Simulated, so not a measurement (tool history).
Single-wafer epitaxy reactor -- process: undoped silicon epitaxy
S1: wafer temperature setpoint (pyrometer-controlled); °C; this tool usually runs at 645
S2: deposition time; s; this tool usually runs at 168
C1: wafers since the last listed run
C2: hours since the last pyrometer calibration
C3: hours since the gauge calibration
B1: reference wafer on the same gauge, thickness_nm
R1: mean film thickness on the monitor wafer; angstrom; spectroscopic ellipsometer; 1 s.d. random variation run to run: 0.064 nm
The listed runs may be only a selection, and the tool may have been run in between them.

run    hour   S1   S2    C1      C2      C3      B1      R1
  1     0.0  635  177     0  1298.0  1277.3  25.007  226.01
  2    95.8  635  177  1294  1393.8  1373.1  24.995  226.39
  3   177.2  635  177  1100  1475.2  1454.5  25.007  227.11
  4   266.3  645  168  1204  1564.3  1543.6  24.996  267.00
  5   346.9  645  168  1089  1644.9  1624.2  25.002  267.29
  6   397.4  645  168   682  1695.4  1674.7  25.000  268.57
  7   440.3  645  168   579  1738.3  1717.6  25.004  268.52
  8   545.8  645  168  1425  1843.8  1823.1  24.994  269.03
  9   624.1  645  186  1058  1922.1  1901.4  24.997  299.62
 10   699.2  645  186  1014  1997.2  1976.5  24.997  301.04
 11   770.7  645  186   966  2068.7  2048.0  25.002  301.03
 12   855.0  645  147  1139  2153.0  2132.3  24.999  237.96
      894.2  -- gauge calibrated
 13   900.9  645  147   620  2198.9     6.7  25.011  237.61
      928.6  -- pyrometer calibrated
 14   977.5  645  168   927    48.9    83.3  25.004  261.64
 15  1026.6  645  168   663    98.0   132.4  25.015  262.67
 16  1067.1  652  136   547   138.5   172.9  25.002  246.94
 17  1131.9  652  158   875   203.3   237.7  24.992  285.93
 18  1239.0  660  168  1447   310.4   344.8  25.005  359.29
 19  1488.1  632  185  3366   559.5   593.9  25.013  219.38
 20  1576.2  645  168  1190   647.6   682.0  25.005  263.70
 21  1671.8  645  168  1291   743.2   777.6  25.011  262.83
 22  1731.5  658  137   806   802.9   837.3  24.991  282.40
 23  1778.5  645  168   635   849.9   884.3  24.999  264.06
 24  1873.8  645  186  1287   945.2   979.6  24.995  292.60
 25  2088.3  632  155  2898  1159.7  1194.1  25.002  185.57
 26  2141.4  633  148   717  1212.8  1247.2  25.002  180.98
 27  2224.3  645  168  1120  1295.7  1330.1  25.007  266.34
 28  2264.9  645  185   548  1336.3  1370.7  24.995  291.70

For each run, the measured value with the value that run would have given without the tool's hidden condition subtracted. The run-to-run variation is shared by both, the gauge scatter possibly not:
Unlogged tool condition in this case: wafer temperature above the value expected at the setpoint (K); gauge reads high (%).
run      R1
  1   +2.94
  2   +3.44
  3   +3.90
  4   +5.09
  5   +5.67
  6   +6.07
  7   +6.40
  8   +7.24
  9   +8.80
 10   +9.56
 11  +10.27
 12   +8.81
 13   +9.18
 14   +0.31
 15   +0.33
 16   +0.31
 17   +0.42
 18   +0.68
 19   +0.86
 20   +1.23
 21   +1.53
 22   +1.80
 23   +1.91
 24   +2.54
 25   +2.38
 26   +2.51
 27   +4.05
 28   +4.70

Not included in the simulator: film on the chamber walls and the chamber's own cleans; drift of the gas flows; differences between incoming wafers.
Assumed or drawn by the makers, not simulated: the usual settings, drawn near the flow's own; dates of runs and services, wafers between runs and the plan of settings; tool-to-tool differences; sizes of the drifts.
